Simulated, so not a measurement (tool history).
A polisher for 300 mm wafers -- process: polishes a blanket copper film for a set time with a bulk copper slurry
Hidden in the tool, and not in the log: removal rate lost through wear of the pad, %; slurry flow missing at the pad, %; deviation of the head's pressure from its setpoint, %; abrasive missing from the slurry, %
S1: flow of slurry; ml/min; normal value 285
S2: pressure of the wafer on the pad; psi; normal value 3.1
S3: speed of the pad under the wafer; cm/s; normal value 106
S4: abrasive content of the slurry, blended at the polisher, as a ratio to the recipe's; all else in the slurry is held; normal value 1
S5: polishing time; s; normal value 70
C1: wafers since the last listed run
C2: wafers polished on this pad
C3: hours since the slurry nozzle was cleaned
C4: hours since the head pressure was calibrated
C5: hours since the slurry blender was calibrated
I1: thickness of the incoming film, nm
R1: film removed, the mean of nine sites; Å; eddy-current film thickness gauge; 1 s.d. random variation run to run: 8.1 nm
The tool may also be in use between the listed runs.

run	hour	S1	S2	S3	S4	S5	C1	C2	C3	C4	C5	I1	R1
1	0	285	3.1	106	0.85	70	0	406	209	1463.7	6.6	3801.8	5632
2	10.7	285	3.1	106	1	70	133	540	219.7	1474.4	17.3	3742.6	5787
3	17	285	3.1	106	1	70	78	619	226	1480.7	23.6	3764.5	5700
4	25.2	285	3.1	106	1	70	102	721	234.2	1488.9	31.8	3758.1	5740
5	39.2	285	3.1	106	1	70	175	896	248.2	1502.9	45.8	3722.1	5806
6	52.8	285	3.1	106	0.95	70	170	1066	261.8	1516.5	59.4	3767.2	5814
# hour 61.5: worn pad replaced by a new one
7	70.2	285	3.9	106	1	70	167	108	279.2	1533.9	76.8	3769.1	7422
8	85.1	285	3.6	106	1	70	186	294	294.1	1548.8	91.7	3718.6	6890
# hour 97.8: head pressure recalibrated
9	98.3	285	3.1	106	1	70	140	434	307.3	0.5	104.9	3784.3	5900
10	113.8	285	3.1	106	1	70	193	628	322.8	16	120.4	3705.5	5819
# hour 126.7: slurry blender recalibrated
11	130.5	285	3.1	106	1	70	183	812	339.5	32.7	3.8	3718.9	5828
# hour 133.5: slurry nozzle cleaned
12	144.8	285	3.1	106	1	70	166	978	11.3	47	18.1	3812.7	6432
13	151.5	285	3.1	106	1	70	83	1062	18	53.7	24.8	3744.7	6395
# hour 158.3: worn pad replaced by a new one
14	166.9	190	3.1	74	1	79	142	106	33.4	69.1	40.2	3752.2	5037
15	175.9	285	3.1	106	1	70	112	219	42.4	78.1	49.2	3756.1	6336
16	193.2	375	4.1	72	1	77	216	435	59.7	95.4	66.5	3744.7	6747
17	211	215	3.1	106	1	85	222	658	77.5	113.2	84.3	3755.9	7154
18	221.5	285	3.7	74	1	84	131	789	88	123.7	94.8	3690.6	6657
19	230.4	285	3.1	106	1	83	111	900	96.9	132.6	103.7	3685.2	7495
# hour 236.5: worn pad replaced by a new one
20	237.8	375	3.1	106	1	70	42	15	104.3	140	111.1	3794.7	6345
# hour 245.2: slurry blender recalibrated
21	252.9	285	2.1	136	1.25	70	163	179	119.4	155.1	7.7	3781.2	5525
22	260.4	285	3.1	106	1	70	93	273	126.9	162.6	15.2	3799.3	6133
23	275	195	3.6	132	0.7	70	182	455	141.5	177.2	29.8	3726.3	7432
24	292.1	190	3.1	74	1	79	213	669	158.6	194.3	46.9	3738.8	4588
25	308.3	285	3.1	126	0.8	70	202	872	174.8	210.5	63.1	3765.8	6521
26	326.1	285	3.1	78	1	70	222	1094	192.6	228.3	80.9	3729	4709
# hour 336.1: worn pad replaced by a new one
27	343.1	370	3.1	106	1	70	162	87	209.6	245.3	97.9	3723.3	6213
28	354.2	360	2.7	106	0.75	89	138	226	220.7	256.4	109	3806.1	6425
29	362.7	285	3.8	70	0.8	61	106	332	229.2	264.9	117.5	3773.5	4271
30	374.4	285	3.1	106	1	70	146	478	240.9	276.6	129.2	3745.4	6032

Forecast each of these 4 alternatives for the next run:
A	374.8	285	3.1	124	1	70	5	483	241.3	277	129.6	3800.7	?
B	374.8	285	3.1	74	0.75	51	5	483	241.3	277	129.6	3800.7	?
C	374.8	225	3.1	118	1.2	70	5	483	241.3	277	129.6	3800.7	?
D	374.8	285	3.1	84	1.2	70	5	483	241.3	277	129.6	3800.7	?

run	R1
A	6868
B	2974
C	6618
D	5154
Without the tool's unlogged condition, the same runs would have read:
run	R1
A	7299
B	3161
C	7146
D	5477

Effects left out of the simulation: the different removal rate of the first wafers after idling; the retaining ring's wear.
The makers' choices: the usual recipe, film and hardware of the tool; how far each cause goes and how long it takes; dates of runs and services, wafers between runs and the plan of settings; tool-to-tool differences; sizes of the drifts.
